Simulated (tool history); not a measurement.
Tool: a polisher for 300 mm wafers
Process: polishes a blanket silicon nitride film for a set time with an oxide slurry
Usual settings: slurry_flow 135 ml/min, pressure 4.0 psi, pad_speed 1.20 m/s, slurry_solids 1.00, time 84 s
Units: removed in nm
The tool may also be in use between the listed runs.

run,hour,slurry_flow,pressure,pad_speed,slurry_solids,time,"incoming thickness of the incoming film, nm",removed
1,0.0,135,4.0,1.20,1.00,84,580.0,44.0
2,8.9,135,4.0,1.20,1.00,84,579.7,43.8
# hour 14.8: worn pad replaced by a new one
3,23.5,135,3.5,1.20,1.00,84,590.0,40.2
4,36.1,135,3.5,1.20,1.00,84,593.4,40.7
5,45.9,135,3.5,1.20,1.00,84,588.6,40.1
6,53.7,135,4.0,1.08,1.00,91,584.2,45.9
7,65.3,135,4.0,1.08,1.00,91,589.4,45.1
8,78.9,135,4.0,0.92,0.85,84,588.1,35.8
# hour 83.3: head pressure recalibrated
9,85.2,150,4.0,0.82,1.10,84,584.1,36.7
# hour 96.2: conditioning disc replaced and pad reconditioned
# hour 98.8: slurry blender recalibrated
10,100.9,135,4.0,1.20,1.00,84,586.9,62.6
11,117.1,155,4.0,1.20,1.00,84,586.8,60.1
# hour 122.0: slurry nozzle cleaned
# hour 132.2: worn pad replaced by a new one
12,132.7,135,4.0,0.98,1.00,102,582.5,59.3
13,149.0,135,4.0,1.06,1.00,65,585.4,39.6
14,166.5,135,4.0,1.34,1.00,84,596.8,58.0

5 ways to go on from here, each from the tool as it stands after run 14. What would each give?
A,166.9,135,4.0,1.20,1.25,84,596.4,?
B,166.9,135,4.0,1.20,1.20,84,596.4,?
C,166.9,135,4.0,0.84,1.00,84,596.4,?
D,166.9,135,4.9,1.20,0.85,70,596.4,?
E,166.9,135,4.0,1.20,1.00,101,596.4,?

run,removed
A,56.8
B,56.1
C,41.5
D,50.0
E,63.7
Without the tool's hidden state the same runs would have given:
run,removed
A,67.2
B,66.3
C,47.2
D,60.9
E,75.4

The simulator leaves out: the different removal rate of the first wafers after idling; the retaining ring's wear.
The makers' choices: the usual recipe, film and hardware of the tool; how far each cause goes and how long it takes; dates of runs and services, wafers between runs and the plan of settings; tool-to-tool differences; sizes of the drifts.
